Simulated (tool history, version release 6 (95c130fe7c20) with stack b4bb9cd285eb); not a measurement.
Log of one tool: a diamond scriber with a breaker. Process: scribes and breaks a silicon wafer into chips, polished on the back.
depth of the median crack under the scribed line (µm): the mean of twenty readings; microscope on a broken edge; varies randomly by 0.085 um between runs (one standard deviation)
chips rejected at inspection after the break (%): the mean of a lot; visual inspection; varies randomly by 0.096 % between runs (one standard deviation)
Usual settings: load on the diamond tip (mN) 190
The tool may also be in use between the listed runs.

run	hour	load on the diamond tip (mN)	incoming depth of the damage left on the back of the incoming wafer, um	depth of the median crack under the scribed line (µm)	chips rejected at inspection after the break (%)
1	0	190	0.02	7.07	1.44
2	54.5	190	0.05	7.2	1.61
3	118.5	190	0.02	7.16	1.66
4	170.8	190	0.02	7.29	1.49
5	239.3	190	0.04	7.03	1.72
# hour 256.1: diamond tip replaced by a new one
6	263.8	190	0.03	7.14	1.43
7	331.3	171	0.02	6.81	1.46
# hour 391.1: load on the tip recalibrated
8	398.6	171	0.01	7.17	1.51
9	461.2	190	0.04	7.63	2.22
10	491.3	190	0.03	7.6	2.51
# hour 520.2: diamond tip replaced by a new one
11	532.4	190	0.03	7.6	2.3
12	560.7	190	0.03	7.63	2.04
# hour 598.8: load on the tip recalibrated, repeated, since the last time left the tool worse
13	629.1	149	0.02	6.26	2.88
14	666.4	190	0.04	7.03	1.33

Forecast run 15:
15	691.9	166	0.04	?	?

{"run 15": {"depth of the median crack under the scribed line (µm)": 6.54, "chips rejected at inspection after the break (%)": 1.91}}
Had the tool carried no hidden state, the very same run would have given depth of the median crack under the scribed line (µm) 6.5, chips rejected at inspection after the break (%) 2.02.

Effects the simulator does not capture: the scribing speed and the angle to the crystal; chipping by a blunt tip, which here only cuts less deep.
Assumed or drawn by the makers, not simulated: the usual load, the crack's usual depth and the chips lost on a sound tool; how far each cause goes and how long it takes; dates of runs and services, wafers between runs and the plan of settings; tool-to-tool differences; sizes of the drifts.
